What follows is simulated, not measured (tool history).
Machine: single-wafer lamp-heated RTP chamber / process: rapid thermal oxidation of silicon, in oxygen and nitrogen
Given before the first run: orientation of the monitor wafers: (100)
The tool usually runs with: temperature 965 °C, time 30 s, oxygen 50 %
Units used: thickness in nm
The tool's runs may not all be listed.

run   hour  temperature  time  oxygen  wafers since the last listed run  wafers since the last pyrometer calibration  hours since the oxygen flow controller was replaced  hours since the gauge calibration  read-back reference wafer on the same gauge, thickness  thickness
  1    0.0          965    30      50                                 0                                         2655                                               3896.3                               47.2                                                   2.660      2.991
  2   17.7          965    30      50                               221                                         2877                                               3914.0                               64.9                                                   2.661      3.006
  3   32.7          965    30      50                               188                                         3065                                               3929.0                               79.9                                                   2.662      3.014
  4   48.1          965    30      50                               193                                         3258                                               3944.4                               95.3                                                   2.661      2.986
  5   54.9          965    30      50                                85                                         3343                                               3951.2                              102.1                                                   2.660      2.981
  6   68.3          965    30      50                               168                                         3511                                               3964.6                              115.5                                                   2.659      3.037
  7   74.9          965    30      50                                82                                         3594                                               3971.2                              122.1                                                   2.662      3.026
  8   82.1          965    30      50                                90                                         3684                                               3978.4                              129.3                                                   2.658      2.999
  9   89.7          980    18      50                                95                                         3780                                               3986.0                              136.9                                                   2.660      2.781
     115.8  -- oxygen flow controller replaced
 10  141.7          974    30      68                               551                                         4332                                                 25.9                              188.9                                                   2.660      3.481
 11  184.5          965    16      50                               536                                         4868                                                 68.7                              231.7                                                   2.663      2.587
     194.1  -- pyrometer window cleaned and pyrometer calibrated
 12  199.2          965    30      50                                84                                           63                                                 83.4                              246.4                                                   2.661      2.921
     201.5  -- gauge calibrated
 13  214.0          965    41      64                               185                                          249                                                 98.2                               12.5                                                   2.660      3.450
 14  220.5          965    30      50                                81                                          331                                                104.7                               19.0                                                   2.662      2.915
 15  237.9          982    30      50                               218                                          549                                                122.1                               36.4                                                   2.659      3.240
 16  249.0          965    18      50                               139                                          688                                                133.2                               47.5                                                   2.662      2.537
 17  266.3          965    21      50                               216                                          905                                                150.5                               64.8                                                   2.659      2.665

For each entry between runs, how does the tool's hidden state at the last listed run before it compare with that at the first listed run after it?
Run 9 -> run 10: oxygen flow controller replaced (hour 115.8)
  true wafer temperature minus pyrometer reading, K: 7.82 -> 8.97
  measured value less the no-hidden-state value, thickness: +0.097 -> +0.184 nm
Run 11 -> run 12: pyrometer window cleaned and pyrometer calibrated (hour 194.1)
  true wafer temperature minus pyrometer reading, K: 9.91 -> 1.17
  measured value less the no-hidden-state value, thickness: +0.095 -> +0.017 nm
Run 12 -> run 13: gauge calibrated (hour 201.5)
  true wafer temperature minus pyrometer reading, K: 1.17 -> 1.5
  measured value less the no-hidden-state value, thickness: +0.017 -> +0.031 nm
